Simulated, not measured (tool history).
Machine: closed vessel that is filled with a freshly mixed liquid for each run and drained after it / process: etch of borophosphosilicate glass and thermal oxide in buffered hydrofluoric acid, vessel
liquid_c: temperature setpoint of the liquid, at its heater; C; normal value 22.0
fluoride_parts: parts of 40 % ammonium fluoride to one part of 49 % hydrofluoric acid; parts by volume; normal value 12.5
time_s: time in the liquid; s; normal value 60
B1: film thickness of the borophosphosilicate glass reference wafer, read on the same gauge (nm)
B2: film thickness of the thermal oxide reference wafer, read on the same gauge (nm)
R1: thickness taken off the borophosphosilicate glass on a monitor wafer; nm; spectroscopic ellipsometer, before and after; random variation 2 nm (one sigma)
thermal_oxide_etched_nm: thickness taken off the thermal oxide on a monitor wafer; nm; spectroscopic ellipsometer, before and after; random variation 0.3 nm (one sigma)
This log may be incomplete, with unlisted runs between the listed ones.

{"run": 1, "day": 0.0, "liquid_c": 22.0, "fluoride_parts": 16.0, "time_s": 60, "B1": 69.97, "B2": 50.01, "R1": 163.99, "thermal_oxide_etched_nm": 44.45}
{"run": 2, "day": 2.258, "liquid_c": 22.0, "fluoride_parts": 16.0, "time_s": 60, "B1": 70.01, "B2": 50.0, "R1": 165.66, "thermal_oxide_etched_nm": 44.56}
{"run": 3, "day": 5.092, "liquid_c": 22.0, "fluoride_parts": 12.5, "time_s": 60, "B1": 69.99, "B2": 50.01, "R1": 212.92, "thermal_oxide_etched_nm": 56.43}
{"run": 4, "day": 6.167, "liquid_c": 22.0, "fluoride_parts": 12.5, "time_s": 60, "B1": 70.02, "B2": 50.01, "R1": 210.34, "thermal_oxide_etched_nm": 57.04}
{"run": 5, "day": 8.696, "liquid_c": 22.0, "fluoride_parts": 12.5, "time_s": 60, "B1": 69.99, "B2": 49.99, "R1": 214.23, "thermal_oxide_etched_nm": 56.9}
{"run": 6, "day": 11.342, "liquid_c": 22.0, "fluoride_parts": 12.5, "time_s": 60, "B1": 70.03, "B2": 49.98, "R1": 213.9, "thermal_oxide_etched_nm": 57.64}
{"run": 7, "day": 13.704, "liquid_c": 22.0, "fluoride_parts": 12.5, "time_s": 60, "B1": 70.02, "B2": 50.0, "R1": 213.61, "thermal_oxide_etched_nm": 57.76}
{"day": 14.679, "done": "hydrofluoric acid flow meter replaced"}
{"run": 8, "day": 17.717, "liquid_c": 22.0, "fluoride_parts": 12.5, "time_s": 60, "B1": 70.0, "B2": 50.03, "R1": 201.56, "thermal_oxide_etched_nm": 53.85}
{"run": 9, "day": 20.104, "liquid_c": 22.0, "fluoride_parts": 10.0, "time_s": 60, "B1": 69.99, "B2": 50.0, "R1": 247.66, "thermal_oxide_etched_nm": 67.11}
{"run": 10, "day": 22.583, "liquid_c": 23.5, "fluoride_parts": 16.0, "time_s": 60, "B1": 69.98, "B2": 50.03, "R1": 173.8, "thermal_oxide_etched_nm": 46.39}
{"run": 11, "day": 24.454, "liquid_c": 22.0, "fluoride_parts": 12.5, "time_s": 60, "B1": 70.01, "B2": 49.98, "R1": 198.01, "thermal_oxide_etched_nm": 54.42}
{"day": 26.554, "done": "thermometer replaced"}
{"run": 12, "day": 26.675, "liquid_c": 22.0, "fluoride_parts": 12.5, "time_s": 60, "B1": 70.01, "B2": 50.01, "R1": 204.24, "thermal_oxide_etched_nm": 54.92}
{"run": 13, "day": 27.729, "liquid_c": 17.5, "fluoride_parts": 9.0, "time_s": 70, "B1": 69.99, "B2": 50.03, "R1": 248.33, "thermal_oxide_etched_nm": 65.97}
{"run": 14, "day": 28.992, "liquid_c": 22.0, "fluoride_parts": 9.5, "time_s": 30, "B1": 70.0, "B2": 50.01, "R1": 129.86, "thermal_oxide_etched_nm": 35.0}
{"run": 15, "day": 31.821, "liquid_c": 22.0, "fluoride_parts": 11.0, "time_s": 60, "B1": 70.0, "B2": 50.03, "R1": 230.27, "thermal_oxide_etched_nm": 62.97}
{"run": 16, "day": 34.55, "liquid_c": 22.0, "fluoride_parts": 12.5, "time_s": 60, "B1": 69.99, "B2": 50.01, "R1": 206.74, "thermal_oxide_etched_nm": 55.07}
{"run": 17, "day": 35.721, "liquid_c": 22.0, "fluoride_parts": 12.5, "time_s": 30, "B1": 70.04, "B2": 49.96, "R1": 103.26, "thermal_oxide_etched_nm": 27.85}
{"run": 18, "day": 37.008, "liquid_c": 25.5, "fluoride_parts": 17.0, "time_s": 45, "B1": 69.99, "B2": 49.96, "R1": 139.1, "thermal_oxide_etched_nm": 37.25}
{"run": 19, "day": 38.108, "liquid_c": 22.0, "fluoride_parts": 14.0, "time_s": 60, "B1": 70.0, "B2": 49.94, "R1": 183.79, "thermal_oxide_etched_nm": 49.66}
{"run": 20, "day": 39.492, "liquid_c": 22.0, "fluoride_parts": 9.0, "time_s": 60, "B1": 69.99, "B2": 50.02, "R1": 283.94, "thermal_oxide_etched_nm": 74.62}
{"day": 39.783, "done": "gauge calibrated"}
{"run": 21, "day": 42.054, "liquid_c": 22.0, "fluoride_parts": 12.5, "time_s": 60, "B1": 69.99, "B2": 50.03, "R1": 206.0, "thermal_oxide_etched_nm": 56.0}
{"run": 22, "day": 43.858, "liquid_c": 26.0, "fluoride_parts": 15.5, "time_s": 35, "B1": 70.0, "B2": 50.02, "R1": 121.64, "thermal_oxide_etched_nm": 32.93}
{"run": 23, "day": 48.517, "liquid_c": 22.0, "fluoride_parts": 12.5, "time_s": 75, "B1": 69.98, "B2": 50.0, "R1": 262.45, "thermal_oxide_etched_nm": 70.79}
{"run": 24, "day": 57.067, "liquid_c": 25.5, "fluoride_parts": 14.5, "time_s": 50, "B1": 69.99, "B2": 49.94, "R1": 186.63, "thermal_oxide_etched_nm": 50.09}
{"day": 57.85, "done": "hydrofluoric acid flow meter replaced"}
{"run": 25, "day": 59.875, "liquid_c": 22.0, "fluoride_parts": 12.5, "time_s": 60, "B1": 69.99, "B2": 49.99, "R1": 197.52, "thermal_oxide_etched_nm": 53.52}

Below are 4 alternative next runs, each starting from the tool's condition after run 25. Predict each:
{"run": "A", "day": 59.904, "liquid_c": 22.0, "fluoride_parts": 12.5, "time_s": 60, "B1": "?", "B2": "?", "R1": "?", "thermal_oxide_etched_nm": "?"}
{"run": "B", "day": 59.904, "liquid_c": 26.5, "fluoride_parts": 12.5, "time_s": 30, "B1": "?", "B2": "?", "R1": "?", "thermal_oxide_etched_nm": "?"}
{"run": "C", "day": 59.904, "liquid_c": 18.0, "fluoride_parts": 10.5, "time_s": 60, "B1": "?", "B2": "?", "R1": "?", "thermal_oxide_etched_nm": "?"}
{"run": "D", "day": 59.904, "liquid_c": 23.5, "fluoride_parts": 10.5, "time_s": 45, "B1": "?", "B2": "?", "R1": "?", "thermal_oxide_etched_nm": "?"}

run=A B1=70.00 B2=49.95 R1=202.25 thermal_oxide_etched_nm=53.61
run=B B1=70.00 B2=49.95 R1=128.89 thermal_oxide_etched_nm=34.25
run=C B1=70.00 B2=49.95 R1=192.46 thermal_oxide_etched_nm=50.81
run=D B1=70.00 B2=49.95 R1=195.35 thermal_oxide_etched_nm=51.77
With the hidden condition removed and each run's random variation left untouched, the same runs would have given:
run=A R1=200.51 thermal_oxide_etched_nm=53.15
run=B R1=127.78 thermal_oxide_etched_nm=33.96
run=C R1=190.80 thermal_oxide_etched_nm=50.37
run=D R1=193.67 thermal_oxide_etched_nm=51.33

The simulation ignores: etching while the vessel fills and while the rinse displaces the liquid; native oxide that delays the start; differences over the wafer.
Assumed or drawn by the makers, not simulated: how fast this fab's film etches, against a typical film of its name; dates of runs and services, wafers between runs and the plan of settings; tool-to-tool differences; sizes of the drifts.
